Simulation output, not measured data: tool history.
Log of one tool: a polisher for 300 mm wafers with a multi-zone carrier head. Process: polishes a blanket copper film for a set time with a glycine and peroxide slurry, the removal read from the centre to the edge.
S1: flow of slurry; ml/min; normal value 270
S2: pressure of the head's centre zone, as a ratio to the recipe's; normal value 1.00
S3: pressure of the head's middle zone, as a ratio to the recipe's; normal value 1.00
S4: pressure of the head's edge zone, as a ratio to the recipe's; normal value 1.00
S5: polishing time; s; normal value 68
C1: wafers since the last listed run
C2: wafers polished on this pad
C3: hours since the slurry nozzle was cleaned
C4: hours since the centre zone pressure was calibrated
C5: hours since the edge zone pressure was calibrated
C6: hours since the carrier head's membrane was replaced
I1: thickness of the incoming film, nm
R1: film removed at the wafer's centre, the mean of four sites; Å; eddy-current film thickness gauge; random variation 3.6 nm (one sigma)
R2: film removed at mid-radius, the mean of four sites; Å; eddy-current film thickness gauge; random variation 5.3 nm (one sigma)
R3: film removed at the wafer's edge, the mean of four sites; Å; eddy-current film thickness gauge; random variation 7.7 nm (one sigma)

run	hour	S1	S2	S3	S4	S5	C1	C2	C3	C4	C5	C6	I1	R1	R2	R3
1	0.0	270	1.00	1.00	0.95	44	0	701	86.1	542.6	35.7	2015.1	2258.7	3435	3422	3446
2	18.1	270	1.00	1.00	1.00	68	227	928	104.2	560.7	53.8	2033.2	2338.9	5389	5311	5195
3	32.5	270	1.00	1.00	1.00	68	180	1109	118.6	575.1	68.2	2047.6	2260.3	5326	5228	5317
4	48.6	210	1.00	1.00	1.00	68	201	1310	134.7	591.2	84.3	2063.7	2306.0	5113	5111	5035
5	68.2	270	1.12	1.00	1.00	85	245	1556	154.3	610.8	103.9	2083.3	2279.9	7322	6360	6359
# hour 78.1: carrier head's membrane replaced by a new one
6	94.5	270	1.00	1.00	1.00	82	267	1823	180.6	637.1	130.2	16.4	2313.0	6312	6146	6331
# hour 98.5: centre zone pressure recalibrated
7	122.5	215	1.00	1.06	0.96	53	326	2149	208.6	24.0	158.2	44.4	2280.6	3918	3994	3842
# hour 136.5: worn pad replaced by a new one
8	137.1	270	1.00	1.00	0.89	68	132	8	223.2	38.6	172.8	59.0	2339.6	5450	5474	5270
9	152.2	315	1.00	0.91	0.90	68	189	197	238.3	53.7	187.9	74.1	2284.1	5512	5118	5271
10	186.7	225	1.08	1.09	1.00	49	432	630	272.8	88.2	222.4	108.6	2325.7	4130	3925	3771
11	207.4	270	1.00	1.00	1.00	68	259	889	293.5	108.9	243.1	129.3	2256.9	5340	5270	5226
12	241.8	270	1.00	1.00	1.00	68	431	1321	327.9	143.3	277.5	163.7	2335.1	5312	5146	5146
13	260.4	300	0.92	1.00	1.00	88	233	1554	346.5	161.9	296.1	182.3	2303.5	6245	6741	6801
14	289.1	270	0.96	1.00	1.00	68	359	1914	375.2	190.6	324.8	211.0	2303.9	5003	5127	5057
15	302.3	270	1.00	1.00	0.97	68	165	2079	388.4	203.8	338.0	224.2	2281.9	5096	5094	5023
16	322.8	195	1.11	1.05	1.04	68	257	2336	408.9	224.3	358.5	244.7	2308.6	5466	5047	5060
17	341.9	270	0.94	0.93	1.00	68	239	2576	428.0	243.4	377.6	263.8	2289.0	4734	4810	5072
# hour 353.0: worn pad replaced by a new one
18	354.3	270	1.00	0.92	1.00	68	105	16	440.4	255.8	390.0	276.2	2273.1	5368	5226	5392
19	368.8	270	1.00	0.93	1.00	68	181	198	454.9	270.3	404.5	290.7	2259.9	5394	5142	5354
20	393.2	210	1.00	0.92	1.00	68	306	504	479.3	294.7	428.9	315.1	2316.5	5231	4880	5131
21	414.5	270	1.00	1.00	1.00	68	267	771	500.6	316.0	450.2	336.4	2268.3	5361	5373	5234

Forecast each of these 5 alternatives for the next run:
A	414.9	270	1.00	1.00	0.92	68	5	776	501.0	316.4	450.6	336.8	2290.7	?	?	?
B	414.9	295	0.91	1.11	0.93	68	5	776	501.0	316.4	450.6	336.8	2290.7	?	?	?
C	414.9	190	1.08	1.00	1.00	68	5	776	501.0	316.4	450.6	336.8	2290.7	?	?	?
D	414.9	270	1.05	1.00	1.00	68	5	776	501.0	316.4	450.6	336.8	2290.7	?	?	?
E	414.9	355	1.00	1.00	1.00	68	5	776	501.0	316.4	450.6	336.8	2290.7	?	?	?

run	R1	R2	R3
A	5309	5265	5167
B	4870	5698	5207
C	5536	5095	5177
D	5577	5263	5305
E	5435	5378	5392
Without the tool's unlogged condition, the same runs would have read:
run	R1	R2	R3
A	5463	5417	5316
B	5010	5863	5357
C	5696	5242	5327
D	5738	5415	5458
E	5592	5533	5548
